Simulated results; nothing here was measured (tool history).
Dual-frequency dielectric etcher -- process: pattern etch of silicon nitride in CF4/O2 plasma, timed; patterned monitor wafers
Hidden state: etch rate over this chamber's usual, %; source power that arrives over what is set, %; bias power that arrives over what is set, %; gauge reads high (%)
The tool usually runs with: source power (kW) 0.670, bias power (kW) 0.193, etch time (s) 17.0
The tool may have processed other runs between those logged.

run	hour	source power (kW)	bias power (kW)	etch time (s)	wafers since the last listed run	hours since the last wet clean	hours since the last source power generator calibration	hours since the last bias power generator calibration	hours since the last upper electrode change	hours since the gauge calibration	read-back reference wafer on the same gauge, depth_nm	mean etch depth across the wafer (angstrom)
1	0.0	0.670	0.193	17.0	0	167.4	1839.3	3229.1	4749.0	168.6	50.48	501.2
2	20.8	0.670	0.193	17.0	257	188.2	1860.1	3249.9	4769.8	189.4	50.50	504.5
3	51.4	0.670	0.193	13.5	378	218.8	1890.7	3280.5	4800.4	220.0	50.55	400.0
4	87.2	0.670	0.193	13.5	442	254.6	1926.5	3316.3	4836.2	255.8	50.50	403.4
5	105.3	0.730	0.193	17.0	223	272.7	1944.6	3334.4	4854.3	273.9	50.49	535.9
6	136.8	0.710	0.193	17.0	389	304.2	1976.1	3365.9	4885.8	305.4	50.53	529.6
7	152.5	0.710	0.193	17.0	194	319.9	1991.8	3381.6	4901.5	321.1	50.49	526.4
8	168.7	0.670	0.193	17.0	200	336.1	2008.0	3397.8	4917.7	337.3	50.48	511.7
9	198.4	0.670	0.193	17.0	367	365.8	2037.7	3427.5	4947.4	367.0	50.49	508.3
10	297.4	0.670	0.193	17.0	1224	464.8	2136.7	3526.5	5046.4	466.0	50.49	511.8
11	319.4	0.670	0.175	17.0	272	486.8	2158.7	3548.5	5068.4	488.0	50.47	486.4
12	346.6	0.670	0.193	17.0	336	514.0	2185.9	3575.7	5095.6	515.2	50.50	512.7
# hour 379.1: wet clean of the chamber
13	381.7	0.810	0.193	17.0	137	2.6	2221.0	3610.8	5130.7	550.3	50.46	574.8
14	410.8	0.820	0.193	20.0	359	31.7	2250.1	3639.9	5159.8	579.4	50.54	683.4
# hour 426.1: gauge calibrated
# hour 436.5: upper electrode replaced
15	438.3	0.670	0.193	17.0	43	59.2	2277.6	3667.4	1.8	12.2	50.52	498.1
# hour 457.7: bias power generator calibrated
16	462.4	0.790	0.147	20.5	248	83.3	2301.7	4.7	25.9	36.3	50.48	581.6
# hour 485.6: source power generator calibrated
17	487.7	0.670	0.220	17.0	263	108.6	2.1	30.0	51.2	61.6	50.52	543.8
18	580.3	0.720	0.151	15.5	1144	201.2	94.7	122.6	143.8	154.2	50.53	419.6
19	615.9	0.600	0.193	17.0	440	236.8	130.3	158.2	179.4	189.8	50.51	469.5
20	638.9	0.670	0.168	17.0	284	259.8	153.3	181.2	202.4	212.8	50.47	468.3
21	654.9	0.790	0.193	21.5	197	275.8	169.3	197.2	218.4	228.8	50.52	729.6
22	683.6	0.830	0.150	12.5	354	304.5	198.0	225.9	247.1	257.5	50.52	377.8
23	706.1	0.670	0.193	17.0	278	327.0	220.5	248.4	269.6	280.0	50.52	511.4

Alternative continuations, all from the tool just after run 23; predict every row:
A	706.5	0.670	0.225	17.0	4	327.4	220.9	248.8	270.0	280.4	?	?
B	706.5	0.780	0.206	22.0	4	327.4	220.9	248.8	270.0	280.4	?	?
C	706.5	0.820	0.175	13.0	4	327.4	220.9	248.8	270.0	280.4	?	?
D	706.5	0.670	0.209	13.0	4	327.4	220.9	248.8	270.0	280.4	?	?
E	706.5	0.670	0.229	20.0	4	327.4	220.9	248.8	270.0	280.4	?	?

run	read-back reference wafer on the same gauge, depth_nm	mean etch depth across the wafer (angstrom)
A	50.47	557.4
B	50.47	767.5
C	50.47	428.3
D	50.47	408.9
E	50.47	662.3
What these runs would have given with no unlogged condition in the tool:
run	mean etch depth across the wafer (angstrom)
A	546.4
B	752.2
C	419.8
D	400.8
E	649.1
